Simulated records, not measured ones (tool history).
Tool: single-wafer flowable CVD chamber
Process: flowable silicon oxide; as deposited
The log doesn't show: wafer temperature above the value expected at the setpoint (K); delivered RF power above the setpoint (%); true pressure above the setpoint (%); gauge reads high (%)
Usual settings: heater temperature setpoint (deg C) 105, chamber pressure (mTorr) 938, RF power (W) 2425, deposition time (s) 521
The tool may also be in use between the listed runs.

| run | hour | heater temperature setpoint (deg C) | chamber pressure (mTorr) | RF power (W) | deposition time (s) | wafers since the last listed run | hours since the last thermocouple change | hours since the last RF generator calibration | hours since the last manometer calibration | hours since the showerhead was replaced | hours since the gauge calibration | read-back reference wafer on the same gauge, thickness_nm | mean film thickness on the monitor wafer (angstrom) |
|---|---|---|---|---|---|---|---|---|---|---|---|---|---|
| 1 | 0.0 | 105 | 847 | 2425 | 521 | 0 | 2385.3 | 1672.3 | 1455.7 | 7614.3 | 553.7 | 390.948 | 3012.93 |
| 2 | 57.8 | 105 | 847 | 2425 | 521 | 192 | 2443.1 | 1730.1 | 1513.5 | 7672.1 | 611.5 | 391.222 | 3015.24 |
| 3 | 112.1 | 105 | 938 | 2425 | 521 | 181 | 2497.4 | 1784.4 | 1567.8 | 7726.4 | 665.8 | 390.831 | 3337.36 |
| 4 | 141.7 | 105 | 938 | 2425 | 521 | 98 | 2527.0 | 1814.0 | 1597.4 | 7756.0 | 695.4 | 390.986 | 3347.11 |
| 5 | 197.2 | 105 | 938 | 2425 | 521 | 185 | 2582.5 | 1869.5 | 1652.9 | 7811.5 | 750.9 | 390.771 | 3316.77 |
| 6 | 222.4 | 105 | 938 | 2425 | 583 | 84 | 2607.7 | 1894.7 | 1678.1 | 7836.7 | 776.1 | 390.937 | 3717.23 |
| 7 | 283.6 | 105 | 938 | 2425 | 521 | 204 | 2668.9 | 1955.9 | 1739.3 | 7897.9 | 837.3 | 391.112 | 3331.17 |
|  | 336.0 | gauge calibrated |
|  | 347.7 | showerhead replaced, of another model than before |
| 8 | 348.2 | 105 | 938 | 2425 | 521 | 188 | 2733.5 | 2020.5 | 1803.9 | 0.5 | 12.2 | 391.111 | 3333.76 |
|  | 359.2 | capacitance manometer re-zeroed and calibrated |
| 9 | 384.1 | 105 | 938 | 2425 | 521 | 93 | 2769.4 | 2056.4 | 24.9 | 36.4 | 48.1 | 390.976 | 3317.76 |
| 10 | 440.3 | 105 | 938 | 2215 | 521 | 187 | 2825.6 | 2112.6 | 81.1 | 92.6 | 104.3 | 391.483 | 3278.83 |
| 11 | 467.6 | 105 | 938 | 2215 | 521 | 91 | 2852.9 | 2139.9 | 108.4 | 119.9 | 131.6 | 391.043 | 3292.16 |
|  | 529.1 | thermocouple changed; heater temperature recalibrated |
| 12 | 529.6 | 105 | 938 | 2425 | 521 | 180 | 0.5 | 2201.9 | 170.4 | 181.9 | 193.6 | 391.323 | 3316.34 |
| 13 | 558.9 | 105 | 938 | 2810 | 521 | 97 | 29.8 | 2231.2 | 199.7 | 211.2 | 222.9 | 390.319 | 3383.08 |
|  | 586.3 | RF generator calibrated |
| 14 | 587.9 | 105 | 1059 | 1950 | 521 | 70 | 58.8 | 1.6 | 228.7 | 240.2 | 251.9 | 390.923 | 3496.78 |
| 15 | 641.6 | 105 | 938 | 1975 | 622 | 179 | 112.5 | 55.3 | 282.4 | 293.9 | 305.6 | 390.886 | 3898.74 |
| 16 | 710.4 | 119 | 938 | 2150 | 521 | 229 | 181.3 | 124.1 | 351.2 | 362.7 | 374.4 | 390.541 | 2097.78 |
| 17 | 736.3 | 105 | 938 | 2425 | 521 | 86 | 207.2 | 150.0 | 377.1 | 388.6 | 400.3 | 391.283 | 3362.70 |
| 18 | 769.5 | 111 | 938 | 2660 | 598 | 110 | 240.4 | 183.2 | 410.3 | 421.8 | 433.5 | 390.844 | 3202.00 |

Forecast run 19:
| 19 | 822.9 | 105 | 938 | 2425 | 521 | 178 | 293.8 | 236.6 | 463.7 | 475.2 | 486.9 | ? | ? |

Run 19 gave read-back reference wafer on the same gauge, thickness_nm 390.707, mean film thickness on the monitor wafer (angstrom) 3358.60.
Without the tool's hidden state the same run would have given mean film thickness on the monitor wafer (angstrom) 3363.27.

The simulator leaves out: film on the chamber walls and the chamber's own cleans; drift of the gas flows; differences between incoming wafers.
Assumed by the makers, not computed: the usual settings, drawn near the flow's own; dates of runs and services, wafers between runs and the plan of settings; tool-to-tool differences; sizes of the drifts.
